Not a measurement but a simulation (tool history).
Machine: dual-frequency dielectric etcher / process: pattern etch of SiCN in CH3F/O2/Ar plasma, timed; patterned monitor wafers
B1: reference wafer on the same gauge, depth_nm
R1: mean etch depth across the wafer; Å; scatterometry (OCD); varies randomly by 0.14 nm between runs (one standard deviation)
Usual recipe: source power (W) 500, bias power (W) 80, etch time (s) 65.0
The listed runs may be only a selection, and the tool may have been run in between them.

Run 1, hour 0.0: usual settings but etch time (s) 56.5; B1 32.52. Result: R1 277.1 Å.
Run 2, hour 97.5: usual settings but source power (W) 570; B1 32.54. Result: R1 338.4 Å.
At hour 150.6: wet clean of the chamber.
Run 3, hour 157.5: usual settings but source power (W) 570; B1 32.48. Result: R1 338.6 Å.
Run 4, hour 263.1: usual settings but source power (W) 570; B1 32.50. Result: R1 337.4 Å.
Run 5, hour 349.6: usual settings but bias power (W) 85; B1 32.51. Result: R1 326.2 Å.
Run 6, hour 397.5: usual settings but bias power (W) 85; B1 32.53. Result: R1 325.8 Å.
Run 7, hour 493.2: usual settings but bias power (W) 85; B1 32.45. Result: R1 326.2 Å.
Run 8, hour 539.6: usual settings; B1 32.51. Result: R1 321.0 Å.
Run 9, hour 620.1: usual settings; B1 32.51. Result: R1 318.7 Å.
At hour 716.7: wet clean of the chamber.
Run 10, hour 719.1: usual settings but bias power (W) 69; B1 32.51. Result: R1 308.9 Å.
Run 11, hour 772.6: usual settings but bias power (W) 69; B1 32.53. Result: R1 308.3 Å.
At hour 811.4: bias power generator calibrated.
Run 12, hour 831.3: usual settings; B1 32.53. Result: R1 318.6 Å.
Run 13, hour 870.9: usual settings but bias power (W) 67; B1 32.50. Result: R1 305.1 Å.
Run 14, hour 948.5: usual settings; B1 32.51. Result: R1 319.5 Å.
At hour 1024.2: gauge calibrated.
Run 15, hour 1033.4: usual settings; B1 32.54. Result: R1 321.3 Å.
At hour 1078.0: source power generator calibrated.
Run 16, hour 1099.8: usual settings but etch time (s) 77.5; B1 32.51. Result: R1 387.3 Å.
Run 17, hour 1189.5: usual settings; B1 32.51. Result: R1 323.4 Å.
At hour 1234.8: wet clean of the chamber.
Run 18, hour 1280.9: usual settings but source power (W) 420; B1 32.52. Result: R1 303.5 Å.
Run 19, hour 1372.1: usual settings but source power (W) 410, bias power (W) 62, etch time (s) 55.0; B1 32.47. Result: R1 236.7 Å.
Run 20, hour 1422.2: usual settings but etch time (s) 47.5; B1 32.52. Result: R1 237.2 Å.
At hour 1493.6: upper electrode replaced.
Run 21, hour 1494.1: usual settings but source power (W) 610, bias power (W) 62, etch time (s) 53.0; B1 32.49. Result: R1 263.3 Å.
Run 22, hour 1663.0: usual settings but source power (W) 430; B1 32.47. Result: R1 304.2 Å.
At hour 1732.1: wet clean of the chamber.
Run 23, hour 1757.9: usual settings but source power (W) 550, bias power (W) 93, etch time (s) 46.0; B1 32.50. Result: R1 245.1 Å.
Run 24, hour 1855.1: usual settings; B1 32.49. Result: R1 320.9 Å.
Run 25, hour 1913.9: usual settings but source power (W) 410, bias power (W) 88, etch time (s) 58.0; B1 32.51. Result: R1 274.1 Å.

Each row is a separate what-if for the run after 25, all from the same tool condition, not one after another. Results?
Run A, hour 1914.3: usual settings; B1 ?. Result: R1 ?.
Run B, hour 1914.3: usual settings but source power (W) 380, bias power (W) 92; B1 ?. Result: R1 ?.
Run C, hour 1914.3: usual settings but source power (W) 420, etch time (s) 58.0; B1 ?. Result: R1 ?.
Run D, hour 1914.3: usual settings but bias power (W) 67, etch time (s) 50.5; B1 ?. Result: R1 ?.

run     B1     R1
  A  32.45  320.0
  B  32.45  301.1
  C  32.45  267.8
  D  32.45  237.2
Had the tool no hidden state, the same runs would have come out as:
run     R1
  A  325.0
  B  305.8
  C  272.0
  D  241.0
